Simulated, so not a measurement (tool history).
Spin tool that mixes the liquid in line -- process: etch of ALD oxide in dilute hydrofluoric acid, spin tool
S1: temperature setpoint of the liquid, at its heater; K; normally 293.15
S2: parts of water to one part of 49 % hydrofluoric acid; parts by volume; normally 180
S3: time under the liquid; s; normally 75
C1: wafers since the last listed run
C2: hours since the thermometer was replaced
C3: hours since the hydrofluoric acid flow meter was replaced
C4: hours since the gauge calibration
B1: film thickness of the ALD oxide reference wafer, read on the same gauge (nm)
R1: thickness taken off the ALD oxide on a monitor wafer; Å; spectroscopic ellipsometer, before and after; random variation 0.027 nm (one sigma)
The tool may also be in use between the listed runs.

run 1 hour=0 | S1=290.65 S2=180 S3=75 | C1=0 C2=540 C3=438.6 C4=1108.1 | B1=115.883 | R1=34.85
run 2 hour=51.9 | S1=293.15 S2=180 S3=75 | C1=343 C2=591.9 C3=490.5 C4=1160 | B1=115.769 | R1=38.12
run 3 hour=121.7 | S1=293.15 S2=180 S3=75 | C1=461 C2=661.7 C3=560.3 C4=1229.8 | B1=115.605 | R1=38.48
run 4 hour=208.5 | S1=293.15 S2=180 S3=75 | C1=573 C2=748.5 C3=647.1 C4=1316.6 | B1=115.446 | R1=38.28
run 5 hour=314.5 | S1=293.15 S2=180 S3=75 | C1=700 C2=854.5 C3=753.1 C4=1422.6 | B1=115.241 | R1=38.31
run 6 hour=357.5 | S1=293.15 S2=180 S3=75 | C1=284 C2=897.5 C3=796.1 C4=1465.6 | B1=115.191 | R1=38.1
run 7 hour=452.4 | S1=293.15 S2=180 S3=75 | C1=627 C2=992.4 C3=891 C4=1560.5 | B1=115.06 | R1=37.92
run 8 hour=511.6 | S1=293.15 S2=180 S3=75 | C1=391 C2=1051.6 C3=950.2 C4=1619.7 | B1=114.948 | R1=37.57
-- hour=539.5 thermometer replaced
run 9 hour=609.6 | S1=293.15 S2=180 S3=75 | C1=641 C2=70.1 C3=1048.2 C4=1717.7 | B1=114.79 | R1=37.76
run 10 hour=705.1 | S1=293.15 S2=180 S3=100 | C1=631 C2=165.6 C3=1143.7 C4=1813.2 | B1=114.681 | R1=50.92
run 11 hour=806.3 | S1=293.15 S2=180 S3=100 | C1=668 C2=266.8 C3=1244.9 C4=1914.4 | B1=114.561 | R1=51.18
run 12 hour=858.5 | S1=293.15 S2=180 S3=100 | C1=345 C2=319 C3=1297.1 C4=1966.6 | B1=114.45 | R1=50.29
run 13 hour=946.6 | S1=293.15 S2=180 S3=75 | C1=582 C2=407.1 C3=1385.2 C4=2054.7 | B1=114.361 | R1=37.45
run 14 hour=1001.5 | S1=293.15 S2=180 S3=75 | C1=362 C2=462 C3=1440.1 C4=2109.6 | B1=114.361 | R1=37.64
run 15 hour=1044 | S1=293.15 S2=125 S3=85 | C1=280 C2=504.5 C3=1482.6 C4=2152.1 | B1=114.307 | R1=65.94
run 16 hour=1150.7 | S1=293.15 S2=180 S3=75 | C1=705 C2=611.2 C3=1589.3 C4=2258.8 | B1=114.194 | R1=37.34
run 17 hour=1240.6 | S1=290.15 S2=240 S3=75 | C1=594 C2=701.1 C3=1679.2 C4=2348.7 | B1=114.155 | R1=23.63
run 18 hour=1276.8 | S1=293.15 S2=250 S3=110 | C1=239 C2=737.3 C3=1715.4 C4=2384.9 | B1=114.1 | R1=37
-- hour=1302 hydrofluoric acid flow meter replaced
run 19 hour=1336.1 | S1=293.15 S2=180 S3=75 | C1=385 C2=796.6 C3=34.1 C4=2444.2 | B1=114.076 | R1=38.02
run 20 hour=1440.9 | S1=293.15 S2=180 S3=105 | C1=692 C2=901.4 C3=138.9 C4=2549 | B1=114.01 | R1=52.42
run 21 hour=1544.9 | S1=293.15 S2=180 S3=75 | C1=687 C2=1005.4 C3=242.9 C4=2653 | B1=113.938 | R1=37.4
run 22 hour=1595 | S1=293.15 S2=270 S3=45 | C1=331 C2=1055.5 C3=293 C4=2703.1 | B1=113.894 | R1=13.91
run 23 hour=1689 | S1=291.65 S2=180 S3=45 | C1=621 C2=1149.5 C3=387 C4=2797.1 | B1=113.854 | R1=21.39
-- hour=1731.2 gauge calibrated
run 24 hour=1795.5 | S1=293.15 S2=105 S3=35 | C1=703 C2=1256 C3=493.5 C4=64.3 | B1=119.625 | R1=34.18
-- hour=1813.9 thermometer replaced
run 25 hour=1867.3 | S1=293.15 S2=180 S3=75 | C1=467 C2=53.4 C3=565.3 C4=136.1 | B1=119.145 | R1=39.62
run 26 hour=1913.7 | S1=291.65 S2=205 S3=55 | C1=306 C2=99.8 C3=611.7 C4=182.5 | B1=118.841 | R1=23.62
run 27 hour=2017.2 | S1=293.15 S2=155 S3=35 | C1=684 C2=203.3 C3=715.2 C4=286 | B1=118.328 | R1=21.51
run 28 hour=2069.9 | S1=295.15 S2=205 S3=115 | C1=348 C2=256 C3=767.9 C4=338.7 | B1=118.016 | R1=55.34
run 29 hour=2159.4 | S1=290.15 S2=180 S3=75 | C1=591 C2=345.5 C3=857.4 C4=428.2 | B1=117.636 | R1=34.51
run 30 hour=2200.3 | S1=290.15 S2=100 S3=75 | C1=270 C2=386.4 C3=898.3 C4=469.1 | B1=117.431 | R1=67.6

For run 31, what comes out?
run 31 hour=2298.6 | S1=291.65 S2=250 S3=50 | C1=649 C2=484.7 C3=996.6 C4=567.4 | B1=? | R1=?

Run 31 came out at B1 117.031, R1 16.26 Å.
Without the tool's hidden state the same run would have given R1 16.68 Å.
